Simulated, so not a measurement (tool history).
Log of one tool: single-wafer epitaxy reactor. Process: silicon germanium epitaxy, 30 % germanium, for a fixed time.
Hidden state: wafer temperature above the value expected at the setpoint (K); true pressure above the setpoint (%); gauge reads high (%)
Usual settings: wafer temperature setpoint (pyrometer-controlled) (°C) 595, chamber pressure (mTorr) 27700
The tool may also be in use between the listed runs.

run    day  wafer temperature setpoint (pyrometer-controlled) (°C)  chamber pressure (mTorr)  wafers since the last listed run  hours since the last pyrometer calibration  hours since the last manometer calibration  hours since the showerhead was replaced  hours since the gauge calibration  read-back reference wafer on the same gauge, thickness_nm  mean film thickness on the monitor wafer (angstrom)
  1      0                                                     595                     27700                                 0                                      1084.8                                        1059                                   4789.4                              140.5                                                     52.511                                               729.25
     0.008  -- gauge calibrated
  2  1.862                                                     595                     27700                               565                                      1129.5                                      1103.7                                   4834.1                               44.5                                                     52.375                                               733.41
  3   2.15                                                     595                     27700                                87                                      1136.4                                      1110.6                                     4841                               51.4                                                     52.337                                               738.17
  4  2.588                                                     595                     27700                               132                                      1146.9                                      1121.1                                   4851.5                               61.9                                                     52.376                                               741.61
  5    3.1                                                     595                     27700                               155                                      1159.2                                      1133.4                                   4863.8                               74.2                                                      52.41                                                  741
  6  3.658                                                     595                     27700                               169                                      1172.6                                      1146.8                                   4877.2                               87.6                                                     52.361                                               735.16
     4.142  -- pyrometer calibrated
  7  4.162                                                     595                     27700                                51                                         0.5                                      1158.9                                   4889.3                               99.7                                                      52.45                                               659.45
  8  4.333                                                     595                     27700                                51                                         4.6                                        1163                                   4893.4                              103.8                                                     52.428                                               663.16
     4.758  -- capacitance manometer re-zeroed and calibrated
  9  4.779                                                     580                     23200                                34                                        15.3                                         0.5                                   4904.1                              114.5                                                     52.438                                               424.62
 10  5.188                                                     585                     33200                               123                                        25.1                                        10.3                                   4913.9                              124.3                                                     52.423                                               600.71
     5.758  -- showerhead replaced
 11  5.779                                                     600                     30100                                78                                        39.3                                        24.5                                      0.5                              138.5                                                     52.301                                               778.12
     6.008  -- gauge calibrated
 12  6.217                                                     595                     27700                               132                                        49.8                                          35                                       11                                  5                                                     52.364                                               663.25
 13  6.962                                                     591                     25300                               226                                        67.7                                        52.9                                     28.9                               22.9                                                     52.363                                               577.13
 14  7.688                                                     595                     27700                               219                                        85.1                                        70.3                                     46.3                               40.3                                                     52.386                                               665.61
 15  7.988                                                     595                     23900                                91                                        92.3                                        77.5                                     53.5                               47.5                                                     52.409                                               600.49
 16  8.442                                                     586                     30800                               137                                       103.2                                        88.4                                     64.4                               58.4                                                     52.345                                               595.69

What differs in the tool's unlogged condition from the final listed run ahead of each entry between runs to the first listed run following it?
From run 1 to run 2: gauge calibrated (day 0.008)
  wafer temperature above the value expected at the setpoint (K): 6.22 -> 6.47
  measured result minus the result with no hidden state, mean film thickness on the monitor wafer (angstrom): +85.48 -> +89.24
From run 6 to run 7: pyrometer calibrated (day 4.142)
  wafer temperature above the value expected at the setpoint (K): 6.72 -> 0.959
  measured result minus the result with no hidden state, mean film thickness on the monitor wafer (angstrom): +92.59 -> +12.64
From run 8 to run 9: capacitance manometer re-zeroed and calibrated (day 4.758)
  wafer temperature above the value expected at the setpoint (K): 0.983 -> 1.04
  measured result minus the result with no hidden state, mean film thickness on the monitor wafer (angstrom): +13.02 -> +9.19
From run 10 to run 11: showerhead replaced (day 5.758)
  wafer temperature above the value expected at the setpoint (K): 1.1 -> 1.18
  measured result minus the result with no hidden state, mean film thickness on the monitor wafer (angstrom): +13.52 -> +18.09
From run 11 to run 12: gauge calibrated (day 6.008)
  wafer temperature above the value expected at the setpoint (K): 1.18 -> 1.24
  measured result minus the result with no hidden state, mean film thickness on the monitor wafer (angstrom): +18.09 -> +16.4
